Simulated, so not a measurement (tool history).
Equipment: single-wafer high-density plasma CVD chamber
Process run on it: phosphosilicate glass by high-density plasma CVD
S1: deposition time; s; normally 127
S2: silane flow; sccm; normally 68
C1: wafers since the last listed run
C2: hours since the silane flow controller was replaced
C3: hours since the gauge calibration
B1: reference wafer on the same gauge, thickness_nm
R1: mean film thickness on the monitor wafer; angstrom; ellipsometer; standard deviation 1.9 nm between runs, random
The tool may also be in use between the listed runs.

{"run": 1, "day": 0.0, "S1": 127, "S2": 68, "C1": 0, "C2": 4429.6, "C3": 297.9, "B1": 768.862, "R1": 8465.91}
{"run": 2, "day": 3.117, "S1": 127, "S2": 68, "C1": 636, "C2": 4504.4, "C3": 372.7, "B1": 769.412, "R1": 8472.34}
{"run": 3, "day": 4.879, "S1": 127, "S2": 68, "C1": 359, "C2": 4546.7, "C3": 415, "B1": 769.649, "R1": 8488.74}
{"run": 4, "day": 8.1, "S1": 127, "S2": 68, "C1": 657, "C2": 4624, "C3": 492.3, "B1": 768.804, "R1": 8482.68}
{"run": 5, "day": 11.667, "S1": 133, "S2": 68, "C1": 727, "C2": 4709.6, "C3": 577.9, "B1": 768.712, "R1": 8918.85}
{"run": 6, "day": 13.346, "S1": 133, "S2": 68, "C1": 342, "C2": 4749.9, "C3": 618.2, "B1": 768.612, "R1": 8868.8}
{"day": 15.579, "done": "gauge calibrated"}
{"run": 7, "day": 17.638, "S1": 127, "S2": 68, "C1": 875, "C2": 4852.9, "C3": 49.4, "B1": 768.872, "R1": 8494.01}
{"run": 8, "day": 24.612, "S1": 127, "S2": 72, "C1": 1423, "C2": 5020.3, "C3": 216.8, "B1": 769.226, "R1": 8927.06}
{"day": 25.258, "done": "silane flow controller replaced"}
{"run": 9, "day": 28.025, "S1": 127, "S2": 74, "C1": 628, "C2": 66.4, "C3": 298.7, "B1": 768.715, "R1": 8833.41}
{"run": 10, "day": 30.104, "S1": 117, "S2": 65, "C1": 424, "C2": 116.3, "C3": 348.6, "B1": 769.049, "R1": 7257.11}
{"run": 11, "day": 31.767, "S1": 113, "S2": 62, "C1": 339, "C2": 156.2, "C3": 388.5, "B1": 769.383, "R1": 6788.7}
{"run": 12, "day": 34.871, "S1": 105, "S2": 61, "C1": 633, "C2": 230.7, "C3": 463, "B1": 768.77, "R1": 6203.83}
{"run": 13, "day": 38.492, "S1": 150, "S2": 59, "C1": 738, "C2": 317.6, "C3": 549.9, "B1": 768.68, "R1": 8651.77}
{"day": 39.938, "done": "gauge calibrated"}
{"run": 14, "day": 42.025, "S1": 109, "S2": 78, "C1": 721, "C2": 402.4, "C3": 50.1, "B1": 769.339, "R1": 7962.49}
{"run": 15, "day": 46.033, "S1": 127, "S2": 68, "C1": 818, "C2": 498.6, "C3": 146.3, "B1": 768.709, "R1": 8291.97}

Subtracting, for every run, the result it would have given without the tool's unlogged condition from the measured result gives the following. The same run-to-run variation enters both numbers; the gauge's scatter may not:
Hidden state present: delivered silane flow above the setpoint (%); gauge reads high (%).
run=1 R1=+323.57
run=2 R1=+330.02
run=3 R1=+334.17
run=4 R1=+340.34
run=5 R1=+365.29
run=6 R1=+366.72
run=7 R1=+359.73
run=8 R1=+392.56
run=9 R1=+90.74
run=10 R1=+78.31
run=11 R1=+76.06
run=12 R1=+74.29
run=13 R1=+111.37
run=14 R1=+109.46
run=15 R1=+122.2

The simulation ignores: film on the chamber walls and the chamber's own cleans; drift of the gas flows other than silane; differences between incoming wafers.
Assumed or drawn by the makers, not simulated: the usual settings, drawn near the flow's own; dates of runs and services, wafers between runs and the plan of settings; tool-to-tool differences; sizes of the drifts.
